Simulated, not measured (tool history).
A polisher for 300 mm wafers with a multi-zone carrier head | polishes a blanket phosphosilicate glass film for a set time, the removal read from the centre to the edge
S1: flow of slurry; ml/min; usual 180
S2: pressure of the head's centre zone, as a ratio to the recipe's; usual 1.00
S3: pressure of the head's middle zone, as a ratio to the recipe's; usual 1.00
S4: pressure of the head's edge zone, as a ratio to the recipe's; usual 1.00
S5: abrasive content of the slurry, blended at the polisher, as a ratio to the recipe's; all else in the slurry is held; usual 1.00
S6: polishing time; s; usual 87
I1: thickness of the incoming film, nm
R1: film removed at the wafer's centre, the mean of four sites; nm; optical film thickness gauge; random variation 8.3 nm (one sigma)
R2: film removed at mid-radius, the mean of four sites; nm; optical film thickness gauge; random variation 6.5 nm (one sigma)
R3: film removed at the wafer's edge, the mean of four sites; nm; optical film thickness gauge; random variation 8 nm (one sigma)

{"run": 1, "hour": 0.0, "S1": 180, "S2": 1.0, "S3": 1.0, "S4": 1.0, "S5": 1.0, "S6": 87, "I1": 2787.5, "R1": 716.6, "R2": 638.5, "R3": 645.3}
{"hour": 36.7, "done": "worn pad replaced by a new one"}
{"run": 2, "hour": 37.2, "S1": 180, "S2": 1.0, "S3": 1.0, "S4": 0.9, "S5": 1.0, "S6": 87, "I1": 2800.5, "R1": 709.1, "R2": 638.1, "R3": 619.0}
{"run": 3, "hour": 50.8, "S1": 180, "S2": 0.96, "S3": 0.95, "S4": 0.92, "S5": 1.0, "S6": 58, "I1": 2797.8, "R1": 457.5, "R2": 414.6, "R3": 414.4}
{"run": 4, "hour": 84.1, "S1": 180, "S2": 1.0, "S3": 1.05, "S4": 1.0, "S5": 1.0, "S6": 115, "I1": 2783.0, "R1": 935.9, "R2": 887.5, "R3": 847.4}
{"hour": 88.0, "done": "centre zone pressure recalibrated"}
{"run": 5, "hour": 112.5, "S1": 180, "S2": 1.0, "S3": 1.0, "S4": 1.0, "S5": 1.15, "S6": 87, "I1": 2774.4, "R1": 805.8, "R2": 682.6, "R3": 679.9}
{"run": 6, "hour": 130.6, "S1": 180, "S2": 1.0, "S3": 1.0, "S4": 1.0, "S5": 1.0, "S6": 87, "I1": 2795.8, "R1": 767.2, "R2": 639.9, "R3": 637.1}
{"hour": 146.4, "done": "carrier head's membrane replaced by a new one"}
{"run": 7, "hour": 154.3, "S1": 180, "S2": 1.0, "S3": 1.0, "S4": 1.08, "S5": 1.0, "S6": 87, "I1": 2730.3, "R1": 749.5, "R2": 628.9, "R3": 666.0}
{"hour": 156.4, "done": "slurry nozzle cleaned"}
{"run": 8, "hour": 172.8, "S1": 180, "S2": 1.0, "S3": 0.92, "S4": 1.0, "S5": 1.0, "S6": 87, "I1": 2793.9, "R1": 753.9, "R2": 592.2, "R3": 645.5}
{"run": 9, "hour": 203.7, "S1": 205, "S2": 1.03, "S3": 1.0, "S4": 1.09, "S5": 1.0, "S6": 97, "I1": 2771.7, "R1": 868.5, "R2": 729.9, "R3": 763.7}
{"run": 10, "hour": 231.6, "S1": 180, "S2": 1.0, "S3": 1.0, "S4": 1.0, "S5": 1.0, "S6": 87, "I1": 2780.8, "R1": 747.3, "R2": 645.4, "R3": 626.5}

Forecast run 11:
{"run": 11, "hour": 253.4, "S1": 180, "S2": 1.0, "S3": 1.0, "S4": 1.05, "S5": 1.0, "S6": 87, "I1": 2793.2, "R1": "?", "R2": "?", "R3": "?"}

R1: 751.9 nm
R2: 637.8 nm
R3: 650.4 nm
Without the tool's hidden state the same run would have given R1 649.9 nm, R2 638.4 nm, R3 650.4 nm.
